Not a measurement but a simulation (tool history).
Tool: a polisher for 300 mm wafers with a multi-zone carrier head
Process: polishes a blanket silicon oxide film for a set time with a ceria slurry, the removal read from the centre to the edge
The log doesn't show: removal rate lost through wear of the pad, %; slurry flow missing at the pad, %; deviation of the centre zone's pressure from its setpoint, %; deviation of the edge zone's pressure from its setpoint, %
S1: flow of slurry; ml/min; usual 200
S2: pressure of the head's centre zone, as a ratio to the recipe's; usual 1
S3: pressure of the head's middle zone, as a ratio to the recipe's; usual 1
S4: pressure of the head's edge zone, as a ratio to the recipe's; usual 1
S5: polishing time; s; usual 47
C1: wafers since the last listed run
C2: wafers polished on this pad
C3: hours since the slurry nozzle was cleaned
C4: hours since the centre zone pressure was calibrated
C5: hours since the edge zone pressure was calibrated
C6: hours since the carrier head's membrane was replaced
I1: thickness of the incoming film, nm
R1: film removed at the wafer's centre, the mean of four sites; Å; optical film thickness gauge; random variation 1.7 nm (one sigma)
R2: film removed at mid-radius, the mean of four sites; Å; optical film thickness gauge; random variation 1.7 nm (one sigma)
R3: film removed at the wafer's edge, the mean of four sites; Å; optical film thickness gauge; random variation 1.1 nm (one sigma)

run 1 hour=0 | S1=200 S2=1 S3=1 S4=1 S5=47 | C1=0 C2=1130 C3=418.4 C4=554.6 C5=118.7 C6=122.1 | I1=1514.5 | R1=1767 R2=1799 R3=1772
-- hour=6 slurry nozzle cleaned
run 2 hour=30.7 | S1=200 S2=1 S3=1 S4=0.9 S5=47 | C1=417 C2=1548 C3=24.7 C4=585.3 C5=149.4 C6=152.8 | I1=1538.6 | R1=1785 R2=1806 R3=1685
run 3 hour=50.1 | S1=155 S2=1.12 S3=1.12 S4=0.9 S5=47 | C1=272 C2=1821 C3=44.1 C4=604.7 C5=168.8 C6=172.2 | I1=1529 | R1=1911 R2=1841 R3=1624
run 4 hour=67.5 | S1=220 S2=1.1 S3=1 S4=1.05 S5=60 | C1=244 C2=2066 C3=61.5 C4=622.1 C5=186.2 C6=189.6 | I1=1502.4 | R1=2592 R2=2292 R3=2331
run 5 hour=83.2 | S1=200 S2=1 S3=1 S4=1 S5=47 | C1=220 C2=2287 C3=77.2 C4=637.8 C5=201.9 C6=205.3 | I1=1528.8 | R1=1781 R2=1779 R3=1777
run 6 hour=115.1 | S1=200 S2=1 S3=1 S4=1 S5=47 | C1=448 C2=2736 C3=109.1 C4=669.7 C5=233.8 C6=237.2 | I1=1511.1 | R1=1777 R2=1798 R3=1754
run 7 hour=135.6 | S1=200 S2=1 S3=1 S4=1 S5=47 | C1=288 C2=3024 C3=129.6 C4=690.2 C5=254.3 C6=257.7 | I1=1516.7 | R1=1768 R2=1767 R3=1782
-- hour=187.8 worn pad replaced by a new one
run 8 hour=200.1 | S1=200 S2=1 S3=1 S4=1 S5=47 | C1=851 C2=172 C3=194.1 C4=754.7 C5=318.8 C6=322.2 | I1=1508 | R1=1777 R2=1757 R3=1787
run 9 hour=225.9 | S1=175 S2=1 S3=1 S4=1 S5=47 | C1=363 C2=535 C3=219.9 C4=780.5 C5=344.6 C6=348 | I1=1517.3 | R1=1737 R2=1736 R3=1735
run 10 hour=251 | S1=200 S2=1.06 S3=1 S4=1 S5=47 | C1=353 C2=889 C3=245 C4=805.6 C5=369.7 C6=373.1 | I1=1525.5 | R1=1904 R2=1737 R3=1779
run 11 hour=272.4 | S1=200 S2=1.06 S3=1.08 S4=1.04 S5=47 | C1=301 C2=1190 C3=266.4 C4=827 C5=391.1 C6=394.5 | I1=1486.4 | R1=1871 R2=1896 R3=1802
run 12 hour=307.5 | S1=200 S2=1 S3=1 S4=1 S5=47 | C1=493 C2=1684 C3=301.5 C4=862.1 C5=426.2 C6=429.6 | I1=1524.1 | R1=1779 R2=1744 R3=1769
run 13 hour=330.5 | S1=200 S2=1 S3=0.91 S4=1 S5=42 | C1=323 C2=2007 C3=324.5 C4=885.1 C5=449.2 C6=452.6 | I1=1482 | R1=1637 R2=1457 R3=1580
-- hour=346.2 centre zone pressure recalibrated
run 14 hour=350.2 | S1=200 S2=1 S3=0.9 S4=1.04 S5=47 | C1=249 C2=2256 C3=344.2 C4=4 C5=468.9 C6=472.3 | I1=1529.2 | R1=1798 R2=1604 R3=1790
run 15 hour=452.2 | S1=200 S2=0.89 S3=1.06 S4=1 S5=34 | C1=1435 C2=3691 C3=446.2 C4=106 C5=570.9 C6=574.3 | I1=1536.9 | R1=1144 R2=1364 R3=1284
-- hour=460.9 slurry nozzle cleaned
-- hour=473.4 worn pad replaced by a new one
run 16 hour=481.2 | S1=230 S2=0.9 S3=1 S4=0.96 S5=39 | C1=337 C2=110 C3=20.3 C4=135 C5=599.9 C6=603.3 | I1=1510.4 | R1=1345 R2=1512 R3=1466
run 17 hour=504.8 | S1=200 S2=1 S3=1 S4=1 S5=47 | C1=332 C2=442 C3=43.9 C4=158.6 C5=623.5 C6=626.9 | I1=1480.2 | R1=1786 R2=1800 R3=1780
-- hour=519.2 edge zone pressure recalibrated
run 18 hour=523.3 | S1=200 S2=1 S3=0.97 S4=1 S5=59 | C1=232 C2=674 C3=62.4 C4=177.1 C5=4.1 C6=645.4 | I1=1497.7 | R1=2213 R2=2167 R3=2246
run 19 hour=545.3 | S1=200 S2=1 S3=1 S4=1 S5=47 | C1=309 C2=984 C3=84.4 C4=199.1 C5=26.1 C6=667.4 | I1=1523.2 | R1=1787 R2=1757 R3=1773
run 20 hour=562.5 | S1=200 S2=1 S3=1 S4=1.06 S5=41 | C1=242 C2=1226 C3=101.6 C4=216.3 C5=43.3 C6=684.6 | I1=1488.7 | R1=1553 R2=1561 R3=1580
run 21 hour=578.1 | S1=130 S2=0.94 S3=1 S4=1.12 S5=63 | C1=219 C2=1445 C3=117.2 C4=231.9 C5=58.9 C6=700.2 | I1=1485.2 | R1=2052 R2=2189 R3=2370
-- hour=586.7 carrier head's membrane replaced by a new one
run 22 hour=605 | S1=200 S2=1 S3=0.94 S4=1.05 S5=62 | C1=308 C2=1753 C3=144.1 C4=258.8 C5=85.8 C6=18.3 | I1=1490 | R1=2374 R2=2231 R3=2414
run 23 hour=633.5 | S1=200 S2=1 S3=1 S4=1 S5=47 | C1=401 C2=2154 C3=172.6 C4=287.3 C5=114.3 C6=46.8 | I1=1495.8 | R1=1783 R2=1798 R3=1776

The tool's hidden state at each run:
removal rate lost through wear of the pad, %: 0 in every run
slurry flow missing at the pad, %: 0 in every run
deviation of the centre zone's pressure from its setpoint, %: 0 in every run
deviation of the edge zone's pressure from its setpoint, %: 0 in every run
